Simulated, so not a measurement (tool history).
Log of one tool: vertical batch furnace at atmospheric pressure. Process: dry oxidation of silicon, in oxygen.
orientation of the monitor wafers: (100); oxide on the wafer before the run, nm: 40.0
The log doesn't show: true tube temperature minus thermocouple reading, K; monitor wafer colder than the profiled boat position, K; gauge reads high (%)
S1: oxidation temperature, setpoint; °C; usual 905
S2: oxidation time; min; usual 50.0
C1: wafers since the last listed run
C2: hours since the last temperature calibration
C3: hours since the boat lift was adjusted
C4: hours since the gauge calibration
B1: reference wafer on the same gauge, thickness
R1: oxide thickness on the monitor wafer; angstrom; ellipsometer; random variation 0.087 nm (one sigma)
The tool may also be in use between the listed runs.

{"run": 1, "hour": 0.0, "S1": 905, "S2": 50.0, "C1": 0, "C2": 1700.9, "C3": 1703.7, "C4": 1144.8, "B1": 57.9, "R1": 519.7}
{"run": 2, "hour": 66.3, "S1": 905, "S2": 50.0, "C1": 918, "C2": 1767.2, "C3": 1770.0, "C4": 1211.1, "B1": 57.85, "R1": 520.0}
{"run": 3, "hour": 98.9, "S1": 905, "S2": 50.0, "C1": 451, "C2": 1799.8, "C3": 1802.6, "C4": 1243.7, "B1": 57.87, "R1": 520.3}
{"run": 4, "hour": 140.4, "S1": 905, "S2": 50.0, "C1": 575, "C2": 1841.3, "C3": 1844.1, "C4": 1285.2, "B1": 57.88, "R1": 519.3}
{"run": 5, "hour": 175.4, "S1": 905, "S2": 50.0, "C1": 485, "C2": 1876.3, "C3": 1879.1, "C4": 1320.2, "B1": 57.91, "R1": 520.3}
{"run": 6, "hour": 199.7, "S1": 896, "S2": 50.0, "C1": 336, "C2": 1900.6, "C3": 1903.4, "C4": 1344.5, "B1": 57.88, "R1": 507.6}
{"run": 7, "hour": 258.3, "S1": 896, "S2": 50.0, "C1": 812, "C2": 1959.2, "C3": 1962.0, "C4": 1403.1, "B1": 57.91, "R1": 506.8}
{"run": 8, "hour": 288.4, "S1": 923, "S2": 50.0, "C1": 417, "C2": 1989.3, "C3": 1992.1, "C4": 1433.2, "B1": 57.9, "R1": 548.3}
{"run": 9, "hour": 349.7, "S1": 923, "S2": 50.0, "C1": 849, "C2": 2050.6, "C3": 2053.4, "C4": 1494.5, "B1": 57.95, "R1": 549.0}
{"run": 10, "hour": 377.7, "S1": 905, "S2": 70.0, "C1": 388, "C2": 2078.6, "C3": 2081.4, "C4": 1522.5, "B1": 57.89, "R1": 555.3}
{"run": 11, "hour": 435.9, "S1": 923, "S2": 68.0, "C1": 806, "C2": 2136.8, "C3": 2139.6, "C4": 1580.7, "B1": 57.84, "R1": 589.8}
{"run": 12, "hour": 504.3, "S1": 923, "S2": 68.0, "C1": 947, "C2": 2205.2, "C3": 2208.0, "C4": 1649.1, "B1": 57.96, "R1": 591.1}
{"run": 13, "hour": 535.9, "S1": 905, "S2": 38.5, "C1": 437, "C2": 2236.8, "C3": 2239.6, "C4": 1680.7, "B1": 57.91, "R1": 501.1}
{"run": 14, "hour": 598.1, "S1": 905, "S2": 38.5, "C1": 861, "C2": 2299.0, "C3": 2301.8, "C4": 1742.9, "B1": 57.9, "R1": 501.6}
{"run": 15, "hour": 758.7, "S1": 905, "S2": 38.5, "C1": 2225, "C2": 2459.6, "C3": 2462.4, "C4": 1903.5, "B1": 57.95, "R1": 502.3}
{"hour": 759.1, "done": "gauge calibrated"}
{"run": 16, "hour": 855.7, "S1": 905, "S2": 50.0, "C1": 1344, "C2": 2556.6, "C3": 2559.4, "C4": 96.6, "B1": 57.83, "R1": 523.4}
{"run": 17, "hour": 898.1, "S1": 905, "S2": 50.0, "C1": 587, "C2": 2599.0, "C3": 2601.8, "C4": 139.0, "B1": 57.95, "R1": 523.1}
{"run": 18, "hour": 960.8, "S1": 905, "S2": 50.0, "C1": 868, "C2": 2661.7, "C3": 2664.5, "C4": 201.7, "B1": 57.91, "R1": 522.7}
{"run": 19, "hour": 1003.1, "S1": 893, "S2": 50.0, "C1": 586, "C2": 2704.0, "C3": 2706.8, "C4": 244.0, "B1": 57.9, "R1": 507.5}
{"hour": 1038.2, "done": "boat lift adjusted"}
{"run": 20, "hour": 1046.9, "S1": 905, "S2": 68.0, "C1": 274, "C2": 2747.8, "C3": 8.7, "C4": 287.8, "B1": 57.91, "R1": 555.8}
{"run": 21, "hour": 1074.0, "S1": 905, "S2": 50.0, "C1": 375, "C2": 2774.9, "C3": 35.8, "C4": 314.9, "B1": 57.9, "R1": 524.2}
{"run": 22, "hour": 1140.8, "S1": 927, "S2": 37.0, "C1": 925, "C2": 2841.7, "C3": 102.6, "C4": 381.7, "B1": 57.93, "R1": 528.7}
{"hour": 1195.8, "done": "thermocouples replaced and temperature profile calibrated"}
{"run": 23, "hour": 1196.3, "S1": 885, "S2": 41.5, "C1": 436, "C2": 0.5, "C3": 158.1, "C4": 437.2, "B1": 57.87, "R1": 482.6}
{"run": 24, "hour": 1227.2, "S1": 905, "S2": 50.0, "C1": 428, "C2": 31.4, "C3": 189.0, "C4": 468.1, "B1": 57.85, "R1": 516.8}
{"run": 25, "hour": 1275.4, "S1": 915, "S2": 61.0, "C1": 667, "C2": 79.6, "C3": 237.2, "C4": 516.3, "B1": 57.85, "R1": 553.1}
{"run": 26, "hour": 1300.6, "S1": 915, "S2": 68.0, "C1": 349, "C2": 104.8, "C3": 262.4, "C4": 541.5, "B1": 57.94, "R1": 565.4}
{"run": 27, "hour": 1349.7, "S1": 927, "S2": 37.0, "C1": 680, "C2": 153.9, "C3": 311.5, "C4": 590.6, "B1": 57.91, "R1": 518.9}
{"run": 28, "hour": 1384.9, "S1": 929, "S2": 50.0, "C1": 487, "C2": 189.1, "C3": 346.7, "C4": 625.8, "B1": 57.91, "R1": 554.3}
{"run": 29, "hour": 1439.9, "S1": 881, "S2": 64.5, "C1": 762, "C2": 244.1, "C3": 401.7, "C4": 680.8, "B1": 57.93, "R1": 507.3}
{"run": 30, "hour": 1498.0, "S1": 905, "S2": 50.0, "C1": 805, "C2": 302.2, "C3": 459.8, "C4": 738.9, "B1": 57.9, "R1": 519.0}
{"run": 31, "hour": 1527.1, "S1": 914, "S2": 73.0, "C1": 403, "C2": 331.3, "C3": 488.9, "C4": 768.0, "B1": 57.89, "R1": 574.1}
{"run": 32, "hour": 1561.0, "S1": 905, "S2": 50.0, "C1": 469, "C2": 365.2, "C3": 522.8, "C4": 801.9, "B1": 57.92, "R1": 517.9}
{"run": 33, "hour": 1620.3, "S1": 905, "S2": 50.0, "C1": 821, "C2": 424.5, "C3": 582.1, "C4": 861.2, "B1": 57.92, "R1": 518.0}
{"run": 34, "hour": 1673.6, "S1": 905, "S2": 50.0, "C1": 738, "C2": 477.8, "C3": 635.4, "C4": 914.5, "B1": 57.86, "R1": 517.9}
{"run": 35, "hour": 1734.9, "S1": 905, "S2": 50.0, "C1": 849, "C2": 539.1, "C3": 696.7, "C4": 975.8, "B1": 57.83, "R1": 515.2}
{"run": 36, "hour": 1786.8, "S1": 885, "S2": 67.0, "C1": 719, "C2": 591.0, "C3": 748.6, "C4": 1027.7, "B1": 57.87, "R1": 515.8}
{"run": 37, "hour": 1826.6, "S1": 917, "S2": 27.0, "C1": 551, "C2": 630.8, "C3": 788.4, "C4": 1067.5, "B1": 57.88, "R1": 486.6}
{"run": 38, "hour": 1890.9, "S1": 918, "S2": 29.5, "C1": 891, "C2": 695.1, "C3": 852.7, "C4": 1131.8, "B1": 57.87, "R1": 492.4}

Measured less the same run without the tool's hidden state. The same run-to-run variation is in both; the gauge's scatter may not be:
run=1 R1=+2.3
run=2 R1=+2.5
run=3 R1=+2.6
run=4 R1=+2.7
run=5 R1=+2.9
run=6 R1=+2.6
run=7 R1=+2.7
run=8 R1=+4.1
run=9 R1=+4.3
run=10 R1=+4.8
run=11 R1=+6.3
run=12 R1=+6.7
run=13 R1=+3.1
run=14 R1=+3.3
run=15 R1=+3.8
run=16 R1=+5.3
run=17 R1=+5.4
run=18 R1=+5.6
run=19 R1=+5.0
run=20 R1=+8.1
run=21 R1=+6.1
run=22 R1=+6.5
run=23 R1=+0.0
run=24 R1=+0.0
run=25 R1=+0.0
run=26 R1=+0.0
run=27 R1=+0.0
run=28 R1=+0.1
run=29 R1=+0.1
run=30 R1=+0.0
run=31 R1=+0.2
run=32 R1=+0.1
run=33 R1=+0.2
run=34 R1=+0.1
run=35 R1=+0.2
run=36 R1=+0.2
run=37 R1=+0.2
run=38 R1=+0.3
